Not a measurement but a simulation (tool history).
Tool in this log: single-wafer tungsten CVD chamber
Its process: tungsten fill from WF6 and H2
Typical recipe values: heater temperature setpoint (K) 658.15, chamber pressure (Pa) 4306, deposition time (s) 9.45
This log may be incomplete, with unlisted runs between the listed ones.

| run | hour | heater temperature setpoint (K) | chamber pressure (Pa) | deposition time (s) | read-back reference wafer on the same gauge, thickness_nm | mean film thickness on the monitor wafer (nm) |
|---|---|---|---|---|---|---|
| 1 | 0.0 | 658.15 | 4306 | 9.45 | 27.692 | 24.386 |
| 2 | 104.5 | 658.15 | 4306 | 9.45 | 27.688 | 24.119 |
| 3 | 205.4 | 658.15 | 4306 | 9.45 | 27.676 | 24.258 |
| 4 | 289.1 | 669.15 | 4306 | 9.45 | 27.697 | 30.760 |
| 5 | 395.7 | 669.15 | 4306 | 9.45 | 27.674 | 30.629 |
| 6 | 435.0 | 669.15 | 4306 | 9.45 | 27.711 | 30.776 |
| 7 | 477.7 | 658.15 | 4306 | 8.33 | 27.668 | 21.339 |
| 8 | 520.7 | 658.15 | 4306 | 8.33 | 27.686 | 21.398 |
| 9 | 623.5 | 662.15 | 3946 | 9.45 | 27.713 | 25.321 |
| 10 | 666.8 | 662.15 | 3946 | 9.45 | 27.702 | 25.420 |
| 11 | 727.2 | 662.15 | 3946 | 9.45 | 27.713 | 25.358 |
| 12 | 852.0 | 654.15 | 4306 | 9.45 | 27.702 | 21.897 |
| 13 | 931.9 | 658.15 | 4306 | 9.45 | 27.675 | 24.064 |
| 14 | 988.2 | 658.15 | 4306 | 9.45 | 27.707 | 24.006 |
|  | 1075.7 | gauge calibrated |
| 15 | 1081.3 | 658.15 | 4306 | 9.45 | 27.728 | 24.079 |
| 16 | 1144.3 | 658.15 | 4306 | 9.45 | 27.713 | 24.038 |
| 17 | 1222.7 | 658.15 | 4306 | 9.45 | 27.711 | 23.885 |
|  | 1338.3 | showerhead replaced |
| 18 | 1510.9 | 662.15 | 3946 | 9.45 | 27.731 | 24.939 |
| 19 | 1586.3 | 658.15 | 3813 | 8.48 | 27.692 | 20.319 |
| 20 | 1645.0 | 658.15 | 4000 | 9.45 | 27.745 | 23.151 |
| 21 | 1709.2 | 658.15 | 4760 | 8.63 | 27.684 | 22.658 |
| 22 | 1797.8 | 658.15 | 4306 | 9.98 | 27.698 | 25.064 |
|  | 1837.8 | capacitance manometer re-zeroed and calibrated |
| 23 | 1895.6 | 667.15 | 3440 | 9.45 | 27.719 | 26.644 |
| 24 | 1996.4 | 668.15 | 3746 | 11.15 | 27.700 | 33.399 |
| 25 | 2043.7 | 658.15 | 4306 | 9.45 | 27.695 | 24.314 |
| 26 | 2115.1 | 658.15 | 4920 | 9.45 | 27.699 | 25.781 |
|  | 2171.0 | thermocouple changed; heater temperature recalibrated |
| 27 | 2203.6 | 658.15 | 4306 | 9.45 | 27.684 | 24.264 |
| 28 | 2272.0 | 645.15 | 4840 | 10.64 | 27.692 | 21.360 |
| 29 | 2355.3 | 658.15 | 4306 | 8.73 | 27.688 | 22.520 |
| 30 | 2434.6 | 667.15 | 5013 | 7.86 | 27.723 | 26.300 |
| 31 | 2522.9 | 658.15 | 4306 | 7.89 | 27.702 | 20.240 |
| 32 | 2562.4 | 658.15 | 4306 | 8.33 | 27.696 | 21.434 |
| 33 | 2659.3 | 651.15 | 5093 | 9.45 | 27.717 | 22.325 |
| 34 | 2728.3 | 658.15 | 4306 | 9.45 | 27.676 | 24.246 |
| 35 | 2850.1 | 658.15 | 4653 | 9.45 | 27.653 | 25.117 |

3 ways to go on from here, each from the tool as it stands after run 35. What would each give?
| A | 2850.5 | 658.15 | 4306 | 9.45 | ? | ? |
| B | 2850.5 | 652.15 | 5106 | 10.85 | ? | ? |
| C | 2850.5 | 667.15 | 4306 | 9.45 | ? | ? |

| run | read-back reference wafer on the same gauge, thickness_nm | mean film thickness on the monitor wafer (nm) |
|---|---|---|
| A | 27.710 | 24.132 |
| B | 27.710 | 26.111 |
| C | 27.710 | 29.376 |
Without the tool's unlogged condition, the same runs would have read:
| run | mean film thickness on the monitor wafer (nm) |
|---|---|
| A | 24.231 |
| B | 26.218 |
| C | 29.497 |
